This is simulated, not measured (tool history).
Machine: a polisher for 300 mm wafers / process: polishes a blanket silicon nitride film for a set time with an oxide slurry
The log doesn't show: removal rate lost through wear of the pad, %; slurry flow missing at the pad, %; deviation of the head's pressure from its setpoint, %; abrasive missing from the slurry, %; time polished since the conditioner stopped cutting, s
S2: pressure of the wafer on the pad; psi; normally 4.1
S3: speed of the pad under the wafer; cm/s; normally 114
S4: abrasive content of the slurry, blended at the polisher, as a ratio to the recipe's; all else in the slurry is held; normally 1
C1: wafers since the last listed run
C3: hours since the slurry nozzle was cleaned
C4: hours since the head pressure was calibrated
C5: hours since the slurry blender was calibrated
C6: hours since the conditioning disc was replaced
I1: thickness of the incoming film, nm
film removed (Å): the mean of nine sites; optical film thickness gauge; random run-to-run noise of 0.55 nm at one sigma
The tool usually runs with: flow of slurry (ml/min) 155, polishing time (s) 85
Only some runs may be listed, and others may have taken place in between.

Run 1, hour 0: usual settings; C1 0; wafers polished on this pad 2182; C3 247; C4 1063.9; C5 60.3; C6 21.6; I1 619. Result: film removed (Å) 696.
Run 2, hour 68.1: usual settings; C1 410; wafers polished on this pad 2592; C3 315.1; C4 1132; C5 128.4; C6 89.7; I1 621. Result: film removed (Å) 698.
Run 3, hour 105.2: usual settings; C1 223; wafers polished on this pad 2816; C3 352.2; C4 1169.1; C5 165.5; C6 126.8; I1 609.3. Result: film removed (Å) 692.
At hour 124.1: worn pad replaced by a new one.
At hour 154.7: head pressure recalibrated.
At hour 164.6: slurry nozzle cleaned.
Run 4, hour 194.6: usual settings but S4 0.95; C1 496; wafers polished on this pad 407; C3 30; C4 39.9; C5 254.9; C6 216.2; I1 627.3. Result: film removed (Å) 691.
Run 5, hour 251.8: usual settings; C1 344; wafers polished on this pad 751; C3 87.2; C4 97.1; C5 312.1; C6 273.4; I1 613.5. Result: film removed (Å) 690.
Run 6, hour 293.2: usual settings; C1 249; wafers polished on this pad 1001; C3 128.6; C4 138.5; C5 353.5; C6 314.8; I1 616.4. Result: film removed (Å) 700.
Run 7, hour 338.9: usual settings; C1 275; wafers polished on this pad 1276; C3 174.3; C4 184.2; C5 399.2; C6 360.5; I1 615.1. Result: film removed (Å) 698.
At hour 366.9: slurry blender recalibrated.
At hour 426.2: conditioning disc replaced and pad reconditioned.
Run 8, hour 427.4: usual settings; C1 509; wafers polished on this pad 1786; C3 262.8; C4 272.7; C5 60.5; C6 1.2; I1 625.8. Result: film removed (Å) 684.
Run 9, hour 490.5: usual settings but S2 5.4 psi, S3 76 cm/s; C1 380; wafers polished on this pad 2166; C3 325.9; C4 335.8; C5 123.6; C6 64.3; I1 628.1. Result: film removed (Å) 676.
Run 10, hour 540.9: usual settings but flow of slurry (ml/min) 125, S4 0.75; C1 303; wafers polished on this pad 2470; C3 376.3; C4 386.2; C5 174; C6 114.7; I1 625.8. Result: film removed (Å) 626.
At hour 592.8: slurry nozzle cleaned.
Run 11, hour 593.3: usual settings; C1 309; wafers polished on this pad 2780; C3 0.5; C4 438.6; C5 226.4; C6 167.1; I1 608. Result: film removed (Å) 689.
At hour 600.3: worn pad replaced by a new one.
Run 12, hour 638.8: usual settings but S2 4.7 psi, S4 1.15; C1 250; wafers polished on this pad 232; C3 46; C4 484.1; C5 271.9; C6 212.6; I1 614.8. Result: film removed (Å) 815.
Run 13, hour 745.2: usual settings but flow of slurry (ml/min) 175, S3 74 cm/s, S4 0.85; C1 641; wafers polished on this pad 873; C3 152.4; C4 590.5; C5 378.3; C6 319; I1 620.1. Result: film removed (Å) 519.
Run 14, hour 830.4: usual settings; C1 513; wafers polished on this pad 1387; C3 237.6; C4 675.7; C5 463.5; C6 404.2; I1 618.9. Result: film removed (Å) 686.
At hour 882.4: slurry blender recalibrated.
At hour 889.2: conditioning disc replaced and pad reconditioned.
Run 15, hour 923: usual settings; C1 534; wafers polished on this pad 1921; C3 330.2; C4 768.3; C5 40.6; C6 33.8; I1 621. Result: film removed (Å) 690.
Run 16, hour 976.6: usual settings; C1 323; wafers polished on this pad 2244; C3 383.8; C4 821.9; C5 94.2; C6 87.4; I1 622.6. Result: film removed (Å) 690.
At hour 998: slurry nozzle cleaned.
At hour 1112.2: worn pad replaced by a new one.
Run 17, hour 1233.8: usual settings but S2 5.3 psi, S4 0.9; C1 1520; wafers polished on this pad 733; C3 235.8; C4 1079.1; C5 351.4; C6 344.6; I1 629.1. Result: film removed (Å) 841.
Run 18, hour 1291.2: usual settings but flow of slurry (ml/min) 180, S2 3.4 psi, S3 148 cm/s, S4 1.3; C1 346; wafers polished on this pad 1079; C3 293.2; C4 1136.5; C5 408.8; C6 402; I1 607.1. Result: film removed (Å) 781.
At hour 1300.3: conditioning disc replaced and pad reconditioned.
At hour 1340.3: slurry blender recalibrated.
Run 19, hour 1392.3: usual settings; C1 585; wafers polished on this pad 1664; C3 394.3; C4 1237.6; C5 52; C6 92; I1 607.1. Result: film removed (Å) 695.
At hour 1438.1: slurry nozzle cleaned.
Run 20, hour 1478: usual settings; C1 510; wafers polished on this pad 2175; C3 39.9; C4 1323.3; C5 137.7; C6 177.7; I1 622.8. Result: film removed (Å) 698.
At hour 1547.6: head pressure recalibrated.
Run 21, hour 1559: usual settings; C1 476; wafers polished on this pad 2651; C3 120.9; C4 11.4; C5 218.7; C6 258.7; I1 619. Result: film removed (Å) 692.
At hour 1566.3: worn pad replaced by a new one.
Run 22, hour 1605: usual settings but flow of slurry (ml/min) 135, S2 4.9 psi, S3 82 cm/s; C1 253; wafers polished on this pad 233; C3 166.9; C4 57.4; C5 264.7; C6 304.7; I1 613. Result: film removed (Å) 654.
Run 23, hour 1664.4: usual settings but S2 4.8 psi, S3 132 cm/s; C1 358; wafers polished on this pad 591; C3 226.3; C4 116.8; C5 324.1; C6 364.1; I1 623.3. Result: film removed (Å) 871.
Run 24, hour 1749: usual settings but S4 0.9, polishing time (s) 96; C1 509; wafers polished on this pad 1101; C3 310.9; C4 201.4; C5 408.7; C6 448.7; I1 616.2. Result: film removed (Å) 753.

5 ways to go on from here, each from the tool as it stands after run 24. What would each give?
Run A, hour 1749.4: usual settings; C1 2; wafers polished on this pad 1103; C3 311.3; C4 201.8; C5 409.1; C6 449.1; I1 629.7. Result: film removed (Å) ?.
Run B, hour 1749.4: usual settings but polishing time (s) 102; C1 2; wafers polished on this pad 1103; C3 311.3; C4 201.8; C5 409.1; C6 449.1; I1 629.7. Result: film removed (Å) ?.
Run C, hour 1749.4: usual settings but flow of slurry (ml/min) 125, S2 5.4 psi, S3 128 cm/s, S4 1.1; C1 2; wafers polished on this pad 1103; C3 311.3; C4 201.8; C5 409.1; C6 449.1; I1 629.7. Result: film removed (Å) ?.
Run D, hour 1749.4: usual settings but S2 5.2 psi, polishing time (s) 70; C1 2; wafers polished on this pad 1103; C3 311.3; C4 201.8; C5 409.1; C6 449.1; I1 629.7. Result: film removed (Å) ?.
Run E, hour 1749.4: usual settings but flow of slurry (ml/min) 210; C1 2; wafers polished on this pad 1103; C3 311.3; C4 201.8; C5 409.1; C6 449.1; I1 629.7. Result: film removed (Å) ?.

run  film removed (Å)
  A               690
  B               828
  C               919
  D               694
  E               723
Without the tool's unlogged condition, the same runs would have read:
run  film removed (Å)
  A               690
  B               828
  C               919
  D               694
  E               723
